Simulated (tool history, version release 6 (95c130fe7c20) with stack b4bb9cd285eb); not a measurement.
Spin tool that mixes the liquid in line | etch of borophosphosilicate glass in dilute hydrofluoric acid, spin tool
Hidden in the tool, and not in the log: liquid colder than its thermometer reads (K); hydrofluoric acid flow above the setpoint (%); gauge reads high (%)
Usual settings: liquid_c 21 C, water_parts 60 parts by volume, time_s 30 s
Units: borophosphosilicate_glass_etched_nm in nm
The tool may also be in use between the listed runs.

run	hour	liquid_c	water_parts	time_s	wafers since the last listed run	hours since the thermometer was replaced	hours since the hydrofluoric acid flow meter was replaced	hours since the gauge calibration	read-back film thickness of the borophosphosilicate glass reference wafer, read on the same gauge (nm)	borophosphosilicate_glass_etched_nm
1	0	21	60	30	0	332.4	857	390.4	90.06	38.82
2	41.2	21	60	20	517	373.6	898.2	431.6	89.98	25.94
3	55.7	21	40	30	182	388.1	912.7	446.1	89.95	59.85
4	141.1	21	40	30	1072	473.5	998.1	531.5	90.01	59.31
5	166.7	21	40	30	321	499.1	1023.7	557.1	90	59.07
6	182.7	23	60	35	200	515.1	1039.7	573.1	90.03	49.11
7	199.4	21	60	30	209	531.8	1056.4	589.8	90.02	38.25
# hour 233.9: hydrofluoric acid flow meter replaced
8	234.4	21	60	30	426	566.8	0.5	624.8	90	38.26
9	257	21	50	30	283	589.4	23.1	647.4	90	46.49
# hour 270.1: gauge calibrated
10	271	21	50	30	175	603.4	37.1	0.9	90.01	46.15
11	290.8	21	50	30	248	623.2	56.9	20.7	89.97	45.81
12	371.3	23.5	60	30	1010	703.7	137.4	101.2	89.99	42.19
# hour 393.2: thermometer replaced
13	406.1	21	60	30	424	12.9	172.2	136	89.96	40.08
14	436.8	24.5	60	15	385	43.6	202.9	166.7	89.99	22.96
15	463.2	17	75	30	331	70	229.3	193.1	90.03	26.21
16	492.5	18.5	60	30	367	99.3	258.6	222.4	90.04	35.35
17	515.6	21	70	40	290	122.4	281.7	245.5	90	44.42
18	543.9	23.5	85	50	355	150.7	310	273.8	90.02	49.72
19	558.6	23.5	45	30	184	165.4	324.7	288.5	89.96	59.53
20	582.4	18	35	50	298	189.2	348.5	312.3	90.04	101.99
21	607.8	25	70	20	318	214.6	373.9	337.7	89.99	26.18
22	627.6	23	45	30	248	234.4	393.7	357.5	90	58.08
23	641.1	17	60	40	169	247.9	407.2	371	89.99	44.06
24	666.9	18.5	70	15	323	273.7	433	396.8	90.02	14.9
25	679.5	21	60	30	158	286.3	445.6	409.4	90.06	38.9

5 ways to go on from here, each from the tool as it stands after run 25. What would each give?
A	679.9	24.5	60	30	5	286.7	446	409.8	?	?
B	679.9	17	60	25	5	286.7	446	409.8	?	?
C	679.9	19	75	15	5	286.7	446	409.8	?	?
D	679.9	22.5	60	30	5	286.7	446	409.8	?	?
E	679.9	17	35	35	5	286.7	446	409.8	?	?

run	read-back film thickness of the borophosphosilicate glass reference wafer, read on the same gauge (nm)	borophosphosilicate_glass_etched_nm
A	90.03	45.02
B	90.03	27.36
C	90.03	14.07
D	90.03	41.46
E	90.03	67.48
Without the tool's hidden state the same runs would have given:
run	borophosphosilicate_glass_etched_nm
A	46
B	27.99
C	14.39
D	42.38
E	69.08
